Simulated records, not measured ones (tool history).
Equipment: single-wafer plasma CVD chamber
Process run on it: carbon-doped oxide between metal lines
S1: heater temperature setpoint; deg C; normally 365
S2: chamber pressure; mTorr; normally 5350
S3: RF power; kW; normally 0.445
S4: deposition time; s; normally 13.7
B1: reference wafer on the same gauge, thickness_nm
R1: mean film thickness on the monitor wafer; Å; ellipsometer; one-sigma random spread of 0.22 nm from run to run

run   hour   S1    S2     S3    S4      B1      R1
  1      0  365  5350  0.445  13.7  52.022  634.87
  2     18  365  5350  0.445  13.7  52.049  633.42
  3     59  365  5350  0.445  13.7  52.079  639.62
  4   92.6  365  5350  0.445  13.7  52.046  635.67
  5  124.8  365  5350  0.445  13.7   52.15  639.49
  6  155.1  365  5350  0.445  13.7  52.291  636.63
  7  167.1  365  5350  0.445  14.5   52.18  671.48
     183.9  -- capacitance manometer re-zeroed and calibrated
  8  196.7  365  5350  0.445  14.5  52.253  673.21
     211.4  -- thermocouple changed; heater temperature recalibrated
  9  212.3  365  5350  0.445  14.5  52.242  676.31
 10  225.2  362  5350  0.445  13.7  52.273  643.78
     273.4  -- RF generator calibrated
     309.3  -- showerhead replaced
 11  309.8  365  5350   0.51  13.7  52.336  695.46
     311.9  -- gauge calibrated
 12  330.9  350  5350   0.38  13.7  51.217  578.12
 13  346.6  365  4060  0.445  11.5  51.338  518.29
 14  359.7  365  5350  0.445  13.7  51.379  629.62
 15  372.9  365  5350  0.445  13.7  51.418  631.79
 16  408.1  355  5350  0.445    15  51.598  709.66
 17  441.7  365  5350   0.48  12.3  51.729  594.69
 18  467.6  355  5930   0.42  15.5  51.794  708.58
 19  496.9  360  5840  0.415  16.4  51.858  735.25
 20  517.5  365  5350  0.445  13.7  51.929   630.8
 21  546.3  352  5350   0.51  11.4  51.854  596.26

What the log doesn't show, run by run:
wafer temperature above the value expected at the setpoint (K): 0 across all the runs
delivered RF power above the setpoint (%): 0 across all the runs
true pressure above the setpoint (%): 0 across all the runs
H1: gauge reads high (%)
run       H1
  1     1.32
  2      1.4
  3     1.54
  4     1.63
  5      1.7
  6     1.76
  7     1.78
  8     1.82
  9     1.84
 10     1.86
 11     1.93
 12    -0.19
 13  -0.0202
 14     0.11
 15    0.232
 16    0.514
 17    0.735
 18    0.878
 19     1.02
 20      1.1
 21      1.2
